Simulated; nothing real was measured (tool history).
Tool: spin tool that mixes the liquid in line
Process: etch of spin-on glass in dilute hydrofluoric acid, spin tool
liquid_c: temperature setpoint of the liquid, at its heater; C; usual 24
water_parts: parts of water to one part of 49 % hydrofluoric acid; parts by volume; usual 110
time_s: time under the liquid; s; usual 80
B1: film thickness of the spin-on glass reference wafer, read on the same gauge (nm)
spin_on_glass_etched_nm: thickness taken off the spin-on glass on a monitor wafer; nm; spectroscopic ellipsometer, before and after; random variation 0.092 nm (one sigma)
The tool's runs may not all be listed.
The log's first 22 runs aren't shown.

Run 23, day 48.883: usual settings but water_parts 135 parts by volume; B1 109.98. Result: spin_on_glass_etched_nm 21.75 nm.
Run 24, day 50.696: usual settings; B1 110. Result: spin_on_glass_etched_nm 27.51 nm.
At day 51.533: thermometer replaced.
Run 25, day 53.417: usual settings but water_parts 65 parts by volume, time_s 35 s; B1 110. Result: spin_on_glass_etched_nm 21.59 nm.
Run 26, day 56.4: usual settings but liquid_c 25.5 C, water_parts 160 parts by volume, time_s 120 s; B1 109.99. Result: spin_on_glass_etched_nm 28.37 nm.
Run 27, day 58.321: usual settings but liquid_c 28.5 C; B1 110.01. Result: spin_on_glass_etched_nm 32.86 nm.
Run 28, day 59.75: usual settings but water_parts 130 parts by volume; B1 110.01. Result: spin_on_glass_etched_nm 22.72 nm.
Run 29, day 62.108: usual settings but liquid_c 19.5 C, water_parts 80 parts by volume; B1 110. Result: spin_on_glass_etched_nm 32.69 nm.
Run 30, day 64.996: usual settings but liquid_c 22.5 C; B1 110. Result: spin_on_glass_etched_nm 26 nm.

Forecast each of these 3 alternatives for the next run:
Run A, day 65.012: usual settings but time_s 55 s; B1 ?. Result: spin_on_glass_etched_nm ?.
Run B, day 65.012: usual settings but liquid_c 26 C, water_parts 85 parts by volume, time_s 55 s; B1 ?. Result: spin_on_glass_etched_nm ?.
Run C, day 65.012: usual settings but time_s 105 s; B1 ?. Result: spin_on_glass_etched_nm ?.

run   B1  spin_on_glass_etched_nm
  A  110                    18.92
  B  110                    27.34
  C  110                    36.13
Without the tool's hidden state the same runs would have given:
run  spin_on_glass_etched_nm
  A                    18.92
  B                    27.34
  C                    36.13

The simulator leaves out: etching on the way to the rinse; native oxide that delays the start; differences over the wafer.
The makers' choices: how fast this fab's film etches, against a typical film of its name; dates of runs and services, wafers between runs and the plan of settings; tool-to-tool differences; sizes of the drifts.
